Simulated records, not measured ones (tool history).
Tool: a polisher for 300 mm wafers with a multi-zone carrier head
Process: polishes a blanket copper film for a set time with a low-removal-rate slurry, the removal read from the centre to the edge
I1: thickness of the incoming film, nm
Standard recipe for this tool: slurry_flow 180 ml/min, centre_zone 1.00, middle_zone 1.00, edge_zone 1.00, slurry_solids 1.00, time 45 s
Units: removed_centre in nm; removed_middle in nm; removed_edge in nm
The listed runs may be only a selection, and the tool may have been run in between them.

run 1 day=0.000 | slurry_flow=180 centre_zone=1.00 middle_zone=1.00 edge_zone=1.00 slurry_solids=1.00 time=45 | I1=623.5 | removed_centre=115.1 removed_middle=118.3 removed_edge=116.0
-- day=1.254 worn pad replaced by a new one
-- day=1.267 centre zone pressure recalibrated
run 2 day=4.167 | slurry_flow=180 centre_zone=1.00 middle_zone=1.00 edge_zone=1.00 slurry_solids=1.00 time=45 | I1=626.7 | removed_centre=114.4 removed_middle=117.5 removed_edge=117.5
run 3 day=4.883 | slurry_flow=180 centre_zone=1.00 middle_zone=1.00 edge_zone=1.00 slurry_solids=1.00 time=45 | I1=625.7 | removed_centre=112.8 removed_middle=118.6 removed_edge=118.6
run 4 day=6.050 | slurry_flow=180 centre_zone=1.00 middle_zone=1.00 edge_zone=1.00 slurry_solids=1.00 time=45 | I1=626.8 | removed_centre=114.2 removed_middle=114.9 removed_edge=115.4
run 5 day=7.108 | slurry_flow=180 centre_zone=1.00 middle_zone=1.00 edge_zone=1.00 slurry_solids=1.00 time=45 | I1=632.0 | removed_centre=113.4 removed_middle=113.1 removed_edge=120.4
-- day=8.329 worn pad replaced by a new one
-- day=8.617 carrier head's membrane replaced by a new one
run 6 day=8.638 | slurry_flow=180 centre_zone=1.00 middle_zone=1.00 edge_zone=1.00 slurry_solids=1.00 time=45 | I1=639.3 | removed_centre=111.0 removed_middle=115.4 removed_edge=116.9
-- day=9.538 slurry nozzle cleaned
run 7 day=9.725 | slurry_flow=180 centre_zone=1.00 middle_zone=1.00 edge_zone=1.00 slurry_solids=1.00 time=45 | I1=617.2 | removed_centre=121.9 removed_middle=122.0 removed_edge=123.1
run 8 day=10.942 | slurry_flow=180 centre_zone=1.00 middle_zone=1.00 edge_zone=1.00 slurry_solids=1.10 time=45 | I1=631.6 | removed_centre=125.7 removed_middle=124.3 removed_edge=123.1
run 9 day=12.171 | slurry_flow=180 centre_zone=1.00 middle_zone=1.00 edge_zone=1.00 slurry_solids=1.00 time=45 | I1=634.1 | removed_centre=119.2 removed_middle=123.0 removed_edge=121.6
run 10 day=13.575 | slurry_flow=130 centre_zone=1.09 middle_zone=1.06 edge_zone=1.00 slurry_solids=1.00 time=58 | I1=630.0 | removed_centre=161.1 removed_middle=157.9 removed_edge=151.4
-- day=15.904 worn pad replaced by a new one
-- day=17.100 edge zone pressure recalibrated
run 11 day=17.929 | slurry_flow=135 centre_zone=0.95 middle_zone=1.00 edge_zone=1.00 slurry_solids=0.85 time=45 | I1=640.6 | removed_centre=103.6 removed_middle=110.8 removed_edge=113.0
run 12 day=19.046 | slurry_flow=180 centre_zone=1.10 middle_zone=1.00 edge_zone=1.00 slurry_solids=1.00 time=45 | I1=634.8 | removed_centre=129.4 removed_middle=118.1 removed_edge=119.6
run 13 day=19.708 | slurry_flow=180 centre_zone=1.00 middle_zone=1.00 edge_zone=1.00 slurry_solids=1.00 time=45 | I1=631.2 | removed_centre=118.5 removed_middle=119.1 removed_edge=122.0
run 14 day=20.967 | slurry_flow=180 centre_zone=1.00 middle_zone=1.00 edge_zone=1.00 slurry_solids=1.00 time=45 | I1=628.3 | removed_centre=119.8 removed_middle=117.9 removed_edge=121.2
run 15 day=21.512 | slurry_flow=225 centre_zone=1.00 middle_zone=1.00 edge_zone=1.03 slurry_solids=1.00 time=45 | I1=628.4 | removed_centre=117.9 removed_middle=123.4 removed_edge=119.7
run 16 day=22.112 | slurry_flow=180 centre_zone=1.00 middle_zone=0.91 edge_zone=1.11 slurry_solids=1.00 time=45 | I1=627.4 | removed_centre=116.0 removed_middle=111.3 removed_edge=126.1
run 17 day=23.404 | slurry_flow=180 centre_zone=1.06 middle_zone=1.00 edge_zone=1.07 slurry_solids=1.00 time=41 | I1=633.2 | removed_centre=114.1 removed_middle=108.4 removed_edge=112.6
-- day=24.233 worn pad replaced by a new one
run 18 day=24.538 | slurry_flow=180 centre_zone=1.00 middle_zone=1.00 edge_zone=1.00 slurry_solids=1.00 time=45 | I1=624.0 | removed_centre=116.2 removed_middle=117.6 removed_edge=118.1
run 19 day=25.246 | slurry_flow=140 centre_zone=1.00 middle_zone=0.89 edge_zone=1.00 slurry_solids=1.00 time=45 | I1=631.2 | removed_centre=112.8 removed_middle=105.1 removed_edge=118.6
run 20 day=26.538 | slurry_flow=200 centre_zone=1.00 middle_zone=0.94 edge_zone=1.00 slurry_solids=1.00 time=45 | I1=627.5 | removed_centre=119.4 removed_middle=112.6 removed_edge=120.0

Hidden state, per run?
removal rate lost through wear of the pad, %: 0 at every run
deviation of the centre zone's pressure from its setpoint, %: 0 at every run
deviation of the edge zone's pressure from its setpoint, %: 0 at every run
H1: slurry flow missing at the pad, %
run=1 H1=35.3
run=2 H1=41.6
run=3 H1=42.7
run=4 H1=44.5
run=5 H1=46.2
run=6 H1=48.5
run=7 H1=6.48
run=8 H1=8.34
run=9 H1=10.2
run=10 H1=12.4
run=11 H1=19.1
run=12 H1=20.8
run=13 H1=21.8
run=14 H1=23.7
run=15 H1=24.5
run=16 H1=25.5
run=17 H1=27.4
run=18 H1=29.2
run=19 H1=30.3
run=20 H1=32.2

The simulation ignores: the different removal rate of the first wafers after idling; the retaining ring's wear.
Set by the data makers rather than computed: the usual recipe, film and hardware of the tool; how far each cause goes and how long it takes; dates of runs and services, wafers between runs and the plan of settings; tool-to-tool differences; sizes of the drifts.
